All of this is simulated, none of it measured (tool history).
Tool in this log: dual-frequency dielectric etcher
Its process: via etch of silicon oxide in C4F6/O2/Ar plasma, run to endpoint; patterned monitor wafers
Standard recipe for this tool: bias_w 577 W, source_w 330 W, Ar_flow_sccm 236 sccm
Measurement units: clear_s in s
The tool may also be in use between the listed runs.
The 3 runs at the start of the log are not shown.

run     day  bias_w  source_w  Ar_flow_sccm  wafers since the last listed run  hours since the last wet clean  hours since the last bias power generator calibration  hours since the last source power generator calibration  hours since the last Ar flow controller change  hours since the last upper electrode change  incoming incoming film thickness, nm  clear_s
      5.471  -- upper electrode replaced
  4   5.492     519       330           236                               392                           367.8                                                 3920.2                                                   1327.1                                          4630.3                                          0.5                                 122.5     30.6
  5   7.654     519       330           236                               582                           419.7                                                 3972.1                                                     1379                                          4682.2                                         52.4                                 122.4     30.5
  6  10.446     577       370           236                               752                           486.7                                                 4039.1                                                     1446                                          4749.2                                        119.4                                 121.7     27.3
  7  12.225     577       370           236                               479                           529.4                                                 4081.8                                                   1488.7                                          4791.9                                        162.1                                 122.2     27.5
     15.054  -- wet clean of the chamber
  8  21.154     577       370           236                              2137                           146.4                                                 4296.1                                                     1703                                          5006.2                                        376.4                                 123.6     27.3
  9  23.021     577       300           236                               503                           191.2                                                 4340.9                                                   1747.8                                            5051                                        421.2                                 122.2     29.6
 10  24.417     577       300           236                               376                           224.7                                                 4374.4                                                   1781.3                                          5084.5                                        454.7                                 123.6     30.2
 11  25.833     527       290           198                               381                           258.7                                                 4408.4                                                   1815.3                                          5118.5                                        488.7                                 122.8       31
     26.788  -- source power generator calibrated
 12  27.829     577       330           236                               493                           306.6                                                 4456.3                                                       25                                          5166.4                                        536.6                                 121.9     29.1
 13  29.617     628       330           186                               481                           349.5                                                 4499.2                                                     67.9                                          5209.3                                        579.5                                 122.3       27
 14  31.333     520       280           255                               462                           390.7                                                 4540.4                                                    109.1                                          5250.5                                        620.7                                 122.1       34
 15  33.442     524       270           262                               568                           441.3                                                   4591                                                    159.7                                          5301.1                                        671.3                                 121.9     34.2
 16  35.121     577       300           205                               452                           481.6                                                 4631.3                                                      200                                          5341.4                                        711.6                                   122     30.2

Estimate the outcome of run 17 from the log above:
     36.104  -- Ar flow controller replaced
     37.762  -- wet clean of the chamber
 17  37.783     577       300           194                               380                             0.5                                                 4695.2                                                    263.9                                            40.3                                        775.5                                 123.1        ?

{"run 17": {"clear_s": 29.1}}
On a tool with no hidden condition, and with the same random variation, this run would have come out at clear_s 29.2 s.
